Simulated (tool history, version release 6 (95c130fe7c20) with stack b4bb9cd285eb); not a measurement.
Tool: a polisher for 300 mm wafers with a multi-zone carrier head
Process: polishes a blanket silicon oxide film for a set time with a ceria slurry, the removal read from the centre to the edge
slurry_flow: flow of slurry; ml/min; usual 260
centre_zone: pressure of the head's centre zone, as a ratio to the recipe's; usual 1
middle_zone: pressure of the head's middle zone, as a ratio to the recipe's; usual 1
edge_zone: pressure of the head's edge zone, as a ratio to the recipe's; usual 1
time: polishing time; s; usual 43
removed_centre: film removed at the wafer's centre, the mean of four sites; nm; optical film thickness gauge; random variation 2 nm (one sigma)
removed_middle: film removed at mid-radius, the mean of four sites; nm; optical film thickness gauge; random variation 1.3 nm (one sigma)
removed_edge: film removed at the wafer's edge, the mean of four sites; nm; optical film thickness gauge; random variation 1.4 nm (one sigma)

run   hour  slurry_flow  centre_zone  middle_zone  edge_zone  time  incoming thickness of the incoming film, nm  removed_centre  removed_middle  removed_edge
  1      0          260         1.09            1          1    43                                         1059           158.5           149.2         156.4
  2   51.7          260            1            1          1    43                                       1081.2             152           149.5         154.8
      65.2  -- slurry nozzle cleaned
  3  208.6          260            1            1          1    43                                       1074.1           144.2           144.6         149.7
  4  277.4          230            1         0.92          1    43                                       1053.3           144.6           128.2         147.4
  5  312.3          230            1         0.92          1    43                                       1056.5           143.2           130.2         143.2
     353.4  -- worn pad replaced by a new one
  6  377.3          260          0.9         0.91        0.9    43                                       1069.5           141.5           139.6         147.7
  7  417.6          320            1         1.09       1.05    37                                       1074.7           140.3           141.7         139.3
     456.2  -- edge zone pressure recalibrated
     469.5  -- carrier head's membrane replaced by a new one
  8  477.6          260         1.08         1.12          1    51                                         1062           203.4           192.3         180.6
  9  527.2          260            1            1       1.07    43                                         1039           162.8           143.9           155
     547.2  -- centre zone pressure recalibrated
 10  573.1          310            1         0.93          1    43                                         1052           151.1           137.4           148
 11  608.8          260            1         1.08       0.92    43                                       1073.5           144.9           148.9         143.1
 12  659.9          260         1.08         1.12          1    51                                       1059.2           186.4           183.8         170.7
 13  742.4          260            1            1          1    43                                       1067.3           142.1           136.5         142.8
     746.8  -- worn pad replaced by a new one
 14  773.7          260         1.04            1          1    49                                         1067           186.6           168.9         179.1

Run 15 comes next. What will it give?
 15  831.1          295            1          0.9          1    43                                       1065.8               ?               ?             ?

Run 15 gave removed_centre 157.2 nm, removed_middle 135.1 nm, removed_edge 153.9 nm.
Without the tool's hidden state the same run would have given removed_centre 155.8 nm, removed_middle 138.1 nm, removed_edge 157.2 nm.
